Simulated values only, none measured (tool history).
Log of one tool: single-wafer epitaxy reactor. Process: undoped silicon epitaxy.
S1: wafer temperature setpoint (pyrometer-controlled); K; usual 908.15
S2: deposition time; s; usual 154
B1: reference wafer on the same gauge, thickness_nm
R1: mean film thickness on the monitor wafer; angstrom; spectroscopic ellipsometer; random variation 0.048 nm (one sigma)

run,hour,S1,S2,B1,R1
1,0.0,908.15,154,17.400,185.84
2,23.3,908.15,154,17.404,185.41
3,36.6,908.15,154,17.395,185.69
4,57.6,916.15,164,17.404,231.07
5,79.8,908.15,154,17.402,185.60
6,92.7,908.15,140,17.418,167.72
7,111.5,908.15,140,17.389,168.41
8,126.7,908.15,140,17.398,168.87
9,152.9,908.15,154,17.412,185.16
10,188.0,908.15,154,17.394,185.30
# hour 211.4: gauge calibrated
11,217.6,908.15,154,17.387,185.87
12,308.4,908.15,154,17.396,185.30
13,323.5,904.15,140,17.395,155.77
# hour 337.5: pyrometer calibrated
14,344.8,908.15,154,17.388,185.69
15,374.6,922.15,174,17.400,276.06
16,402.6,893.15,130,17.396,116.01
17,417.6,922.15,162,17.410,256.95
18,431.6,898.15,172,17.419,168.80
19,467.4,908.15,154,17.414,185.39
20,486.5,901.15,126,17.405,131.92
21,526.5,908.15,154,17.398,185.21
22,555.5,916.15,164,17.411,229.59
23,587.1,902.15,146,17.405,155.62
24,600.4,908.15,154,17.400,186.06
25,629.9,908.15,163,17.405,195.31

Forecast each of these 4 alternatives for the next run:
A,630.3,908.15,154,?,?
B,630.3,915.15,179,?,?
C,630.3,922.15,175,?,?
D,630.3,908.15,183,?,?

run,B1,R1
A,17.397,185.27
B,17.397,247.15
C,17.397,276.80
D,17.397,220.16
Without the tool's hidden state the same runs would have given:
run,R1
A,185.27
B,247.15
C,276.80
D,220.16
